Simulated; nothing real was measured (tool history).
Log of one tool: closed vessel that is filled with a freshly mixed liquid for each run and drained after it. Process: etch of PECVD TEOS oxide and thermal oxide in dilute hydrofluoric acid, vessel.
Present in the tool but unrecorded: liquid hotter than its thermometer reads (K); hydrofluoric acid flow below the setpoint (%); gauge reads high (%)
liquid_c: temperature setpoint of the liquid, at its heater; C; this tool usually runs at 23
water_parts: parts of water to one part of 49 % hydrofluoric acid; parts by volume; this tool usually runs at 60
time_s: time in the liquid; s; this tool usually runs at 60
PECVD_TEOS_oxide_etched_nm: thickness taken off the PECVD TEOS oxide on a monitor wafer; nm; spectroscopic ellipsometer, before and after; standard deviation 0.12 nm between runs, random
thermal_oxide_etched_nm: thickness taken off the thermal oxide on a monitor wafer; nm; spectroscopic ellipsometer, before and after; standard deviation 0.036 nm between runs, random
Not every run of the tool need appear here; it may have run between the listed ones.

| run | day | liquid_c | water_parts | time_s | wafers since the last listed run | hours since the thermometer was replaced | hours since the hydrofluoric acid flow meter was replaced | hours since the gauge calibration | read-back film thickness of the PECVD TEOS oxide reference wafer, read on the same gauge (nm) | read-back film thickness of the thermal oxide reference wafer, read on the same gauge (nm) | PECVD_TEOS_oxide_etched_nm | thermal_oxide_etched_nm |
|---|---|---|---|---|---|---|---|---|---|---|---|---|
| 1 | 0 | 23 | 60 | 60 | 0 | 980.4 | 441.3 | 119.5 | 150.01 | 60.004 | 23.32 | 4.728 |
| 2 | 2.858 | 23 | 60 | 60 | 4256 | 1049 | 509.9 | 188.1 | 150.01 | 60.031 | 23.26 | 4.682 |
| 3 | 4.012 | 23 | 60 | 60 | 1718 | 1076.7 | 537.6 | 215.8 | 150 | 59.983 | 23.12 | 4.681 |
| 4 | 6.925 | 23 | 60 | 60 | 4337 | 1146.6 | 607.5 | 285.7 | 150 | 59.995 | 22.94 | 4.637 |
| 5 | 8.608 | 23 | 60 | 60 | 2506 | 1187 | 647.9 | 326.1 | 150 | 59.998 | 22.99 | 4.651 |
| 6 | 10.929 | 23 | 60 | 60 | 3456 | 1242.7 | 703.6 | 381.8 | 150.01 | 59.995 | 22.64 | 4.583 |
| 7 | 12.096 | 23 | 60 | 60 | 1737 | 1270.7 | 731.6 | 409.8 | 150 | 60.016 | 22.87 | 4.571 |
| 8 | 13.671 | 27 | 60 | 75 | 2345 | 1308.5 | 769.4 | 447.6 | 150.02 | 59.965 | 33.56 | 6.72 |
| 9 | 14.912 | 23 | 60 | 60 | 1849 | 1338.3 | 799.2 | 477.4 | 150 | 60 | 22.61 | 4.559 |
| 10 | 17.8 | 27.5 | 75 | 95 | 4300 | 1407.6 | 868.5 | 546.7 | 150.02 | 60.014 | 33.66 | 6.713 |
| 11 | 20.562 | 23 | 60 | 50 | 4113 | 1473.9 | 934.8 | 613 | 149.99 | 60.051 | 18.75 | 3.749 |
|  | 21.754 | thermometer replaced |
|  | 23.046 | hydrofluoric acid flow meter replaced |
| 12 | 23.483 | 25.5 | 60 | 60 | 4225 | 41.5 | 10.5 | 683.1 | 149.99 | 60.021 | 26.94 | 5.351 |
|  | 23.979 | gauge calibrated |
| 13 | 25.696 | 23 | 60 | 60 | 3294 | 94.6 | 63.6 | 41.2 | 150.01 | 60.013 | 24.22 | 4.842 |
| 14 | 28.217 | 21.5 | 45 | 85 | 3754 | 155.1 | 124.1 | 101.7 | 150.01 | 60.033 | 43.96 | 8.848 |
| 15 | 31.004 | 23 | 60 | 85 | 4151 | 222 | 191 | 168.6 | 150 | 59.983 | 34.15 | 6.817 |
| 16 | 32.388 | 25.5 | 60 | 60 | 2060 | 255.2 | 224.2 | 201.8 | 150 | 59.95 | 26.52 | 5.409 |

5 ways to go on from here, each from the tool as it stands after run 16. What would each give?
| A | 32.417 | 23 | 60 | 60 | 43 | 255.9 | 224.9 | 202.5 | ? | ? | ? | ? |
| B | 32.417 | 19 | 85 | 45 | 43 | 255.9 | 224.9 | 202.5 | ? | ? | ? | ? |
| C | 32.417 | 25 | 50 | 35 | 43 | 255.9 | 224.9 | 202.5 | ? | ? | ? | ? |
| D | 32.417 | 23 | 70 | 75 | 43 | 255.9 | 224.9 | 202.5 | ? | ? | ? | ? |
| E | 32.417 | 20 | 60 | 80 | 43 | 255.9 | 224.9 | 202.5 | ? | ? | ? | ? |

| run | read-back film thickness of the PECVD TEOS oxide reference wafer, read on the same gauge (nm) | read-back film thickness of the thermal oxide reference wafer, read on the same gauge (nm) | PECVD_TEOS_oxide_etched_nm | thermal_oxide_etched_nm |
|---|---|---|---|---|
| A | 149.98 | 60.002 | 23.92 | 4.801 |
| B | 149.98 | 60.002 | 10.41 | 2.089 |
| C | 149.98 | 60.002 | 18.42 | 3.697 |
| D | 149.98 | 60.002 | 25.31 | 5.078 |
| E | 149.98 | 60.002 | 28.15 | 5.649 |
Without the tool's unlogged condition, the same runs would have read:
| run | PECVD_TEOS_oxide_etched_nm | thermal_oxide_etched_nm |
|---|---|---|
| A | 24.34 | 4.885 |
| B | 10.6 | 2.126 |
| C | 18.74 | 3.761 |
| D | 25.75 | 5.168 |
| E | 28.64 | 5.748 |

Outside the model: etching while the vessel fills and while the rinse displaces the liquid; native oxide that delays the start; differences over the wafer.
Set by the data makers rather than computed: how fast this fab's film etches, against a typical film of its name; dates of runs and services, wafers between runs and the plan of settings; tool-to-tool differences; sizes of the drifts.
